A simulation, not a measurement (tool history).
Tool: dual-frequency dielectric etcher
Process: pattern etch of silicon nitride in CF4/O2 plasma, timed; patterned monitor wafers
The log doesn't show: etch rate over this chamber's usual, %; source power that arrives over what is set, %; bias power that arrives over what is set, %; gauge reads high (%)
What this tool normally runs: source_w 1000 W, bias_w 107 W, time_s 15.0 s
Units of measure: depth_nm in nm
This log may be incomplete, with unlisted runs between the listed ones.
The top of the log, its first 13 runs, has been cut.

run     day  source_w  bias_w  time_s  wafers since the last listed run  hours since the last wet clean  hours since the last source power generator calibration  hours since the last bias power generator calibration  hours since the last upper electrode change  hours since the gauge calibration  read-back reference wafer on the same gauge, depth_nm  depth_nm
 14  19.688      1070      87    11.0                               411                           314.4                                                    258.2                                                  411.7                                        533.9                              488.3                                                  48.18     32.66
 15  20.762      1000      91    13.0                               236                           340.2                                                    284.0                                                  437.5                                        559.7                              514.1                                                  48.22     36.74
 16  21.471      1000     116    19.0                               155                           357.2                                                    301.0                                                  454.5                                        576.7                              531.1                                                  48.22     60.84
 17  22.254       830     107    19.5                               172                           376.0                                                    319.8                                                  473.3                                        595.5                              549.9                                                  48.20     49.67
 18  23.579      1000     107    15.0                               291                           407.8                                                    351.6                                                  505.1                                        627.3                              581.7                                                  48.20     46.02
 19  24.542      1070     107    15.0                               211                           430.9                                                    374.7                                                  528.2                                        650.4                              604.8                                                  48.22     49.33
     25.754  -- wet clean of the chamber
 20  25.812      1000     107    15.0                                59                             1.4                                                    405.2                                                  558.7                                        680.9                              635.3                                                  48.16     45.96
 21  26.446      1000     107    15.0                               139                            16.6                                                    420.4                                                  573.9                                        696.1                              650.5                                                  48.16     46.14
 22  27.175      1000     107    15.0                               160                            34.1                                                    437.9                                                  591.4                                        713.6                              668.0                                                  48.16     46.14
 23  28.350      1000     107    15.0                               258                            62.3                                                    466.1                                                  619.6                                        741.8                              696.2                                                  48.23     46.01
 24  29.512      1000     107    15.0                               255                            90.2                                                    494.0                                                  647.5                                        769.7                              724.1                                                  48.21     46.13
 25  30.088      1000     107    13.5                               126                           104.0                                                    507.8                                                  661.3                                        783.5                              737.9                                                  48.22     41.44
 26  31.029      1160     107    15.0                               207                           126.6                                                    530.4                                                  683.9                                        806.1                              760.5                                                  48.18     53.25
 27  32.246       820      99    18.0                               267                           155.8                                                    559.6                                                  713.1                                        835.3                              789.7                                                  48.16     43.59
 28  33.667      1180     116    13.0                               312                           189.9                                                    593.7                                                  747.2                                        869.4                              823.8                                                  48.23     48.88
 29  34.862      1130      85    11.5                               263                           218.6                                                    622.4                                                  775.9                                        898.1                              852.5                                                  48.21     35.56
 30  36.054      1000     125    15.0                               262                           247.2                                                    651.0                                                  804.5                                        926.7                              881.1                                                  48.21     49.63

Predict each of these 4 candidate next runs independently; none follows another, all start after run 30:
  A  36.071      1150     107    15.0                                 3                           247.6                                                    651.4                                                  804.9                                        927.1                              881.5                                                      ?         ?
  B  36.071      1000     132    15.0                                 3                           247.6                                                    651.4                                                  804.9                                        927.1                              881.5                                                      ?         ?
  C  36.071      1120     107    15.0                                 3                           247.6                                                    651.4                                                  804.9                                        927.1                              881.5                                                      ?         ?
  D  36.071      1000     114    13.0                                 3                           247.6                                                    651.4                                                  804.9                                        927.1                              881.5                                                      ?         ?

run  read-back reference wafer on the same gauge, depth_nm  depth_nm
  A                                                  48.20     52.77
  B                                                  48.20     50.86
  C                                                  48.20     51.41
  D                                                  48.20     41.06
What these runs would have given with no unlogged condition in the tool:
run  depth_nm
  A     52.78
  B     50.87
  C     51.42
  D     41.07
